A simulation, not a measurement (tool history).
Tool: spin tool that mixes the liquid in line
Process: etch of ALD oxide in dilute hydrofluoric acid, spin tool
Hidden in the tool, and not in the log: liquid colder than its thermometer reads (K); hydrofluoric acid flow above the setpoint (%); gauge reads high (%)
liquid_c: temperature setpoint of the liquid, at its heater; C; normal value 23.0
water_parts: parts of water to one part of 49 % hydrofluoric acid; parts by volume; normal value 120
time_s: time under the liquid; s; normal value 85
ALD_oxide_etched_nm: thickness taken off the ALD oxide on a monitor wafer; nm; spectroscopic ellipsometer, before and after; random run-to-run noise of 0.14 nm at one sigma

| run | hour | liquid_c | water_parts | time_s | wafers since the last listed run | hours since the thermometer was replaced | hours since the hydrofluoric acid flow meter was replaced | hours since the gauge calibration | read-back film thickness of the ALD oxide reference wafer, read on the same gauge (nm) | ALD_oxide_etched_nm |
|---|---|---|---|---|---|---|---|---|---|---|
| 1 | 0.0 | 23.0 | 85 | 85 | 0 | 2361.8 | 1603.2 | 140.0 | 130.03 | 21.80 |
| 2 | 8.7 | 23.0 | 120 | 85 | 97 | 2370.5 | 1611.9 | 148.7 | 129.98 | 14.36 |
| 3 | 16.2 | 23.0 | 120 | 85 | 84 | 2378.0 | 1619.4 | 156.2 | 130.01 | 14.89 |
| 4 | 23.6 | 19.5 | 120 | 70 | 83 | 2385.4 | 1626.8 | 163.6 | 129.97 | 10.41 |
|  | 24.7 | gauge calibrated |
| 5 | 32.3 | 19.5 | 120 | 70 | 97 | 2394.1 | 1635.5 | 7.6 | 130.03 | 10.51 |
| 6 | 39.7 | 19.5 | 120 | 70 | 83 | 2401.5 | 1642.9 | 15.0 | 129.94 | 10.57 |
| 7 | 49.1 | 26.0 | 120 | 120 | 105 | 2410.9 | 1652.3 | 24.4 | 129.94 | 23.56 |
| 8 | 55.8 | 26.0 | 120 | 120 | 75 | 2417.6 | 1659.0 | 31.1 | 130.00 | 22.82 |
| 9 | 63.3 | 26.0 | 120 | 120 | 84 | 2425.1 | 1666.5 | 38.6 | 130.02 | 23.15 |
| 10 | 76.0 | 23.0 | 120 | 55 | 142 | 2437.8 | 1679.2 | 51.3 | 129.95 | 9.39 |
|  | 77.8 | thermometer replaced |
| 11 | 93.8 | 23.0 | 120 | 55 | 188 | 16.0 | 1697.0 | 69.1 | 130.04 | 9.44 |
|  | 100.6 | hydrofluoric acid flow meter replaced |
| 12 | 105.2 | 23.0 | 120 | 85 | 116 | 27.4 | 4.6 | 80.5 | 130.02 | 14.63 |
| 13 | 112.7 | 23.0 | 120 | 85 | 84 | 34.9 | 12.1 | 88.0 | 129.98 | 14.44 |
| 14 | 123.2 | 23.0 | 160 | 100 | 118 | 45.4 | 22.6 | 98.5 | 129.96 | 12.18 |
| 15 | 138.0 | 23.0 | 120 | 85 | 166 | 60.2 | 37.4 | 113.3 | 130.05 | 14.58 |
| 16 | 149.8 | 19.0 | 105 | 85 | 132 | 72.0 | 49.2 | 125.1 | 129.94 | 14.45 |
| 17 | 158.9 | 26.0 | 120 | 130 | 102 | 81.1 | 58.3 | 134.2 | 130.04 | 24.79 |
| 18 | 166.3 | 20.5 | 120 | 85 | 83 | 88.5 | 65.7 | 141.6 | 129.98 | 13.16 |
| 19 | 176.6 | 25.5 | 120 | 60 | 115 | 98.8 | 76.0 | 151.9 | 130.00 | 11.50 |
|  | 187.2 | gauge calibrated |
| 20 | 188.4 | 23.0 | 120 | 85 | 132 | 110.6 | 87.8 | 1.2 | 130.01 | 14.56 |
| 21 | 203.8 | 23.0 | 120 | 85 | 173 | 126.0 | 103.2 | 16.6 | 130.01 | 14.74 |
| 22 | 212.5 | 21.5 | 120 | 85 | 97 | 134.7 | 111.9 | 25.3 | 129.98 | 13.57 |
| 23 | 220.3 | 18.5 | 120 | 85 | 87 | 142.5 | 119.7 | 33.1 | 130.03 | 12.28 |
| 24 | 232.4 | 20.0 | 120 | 85 | 136 | 154.6 | 131.8 | 45.2 | 130.00 | 12.92 |
| 25 | 246.1 | 19.5 | 160 | 130 | 154 | 168.3 | 145.5 | 58.9 | 130.01 | 13.89 |

Run-by-run hidden state of the tool:
liquid colder than its thermometer reads (K): 0, the same for each run
hydrofluoric acid flow above the setpoint (%): 0, the same for each run
gauge reads high (%): 0, the same for each run
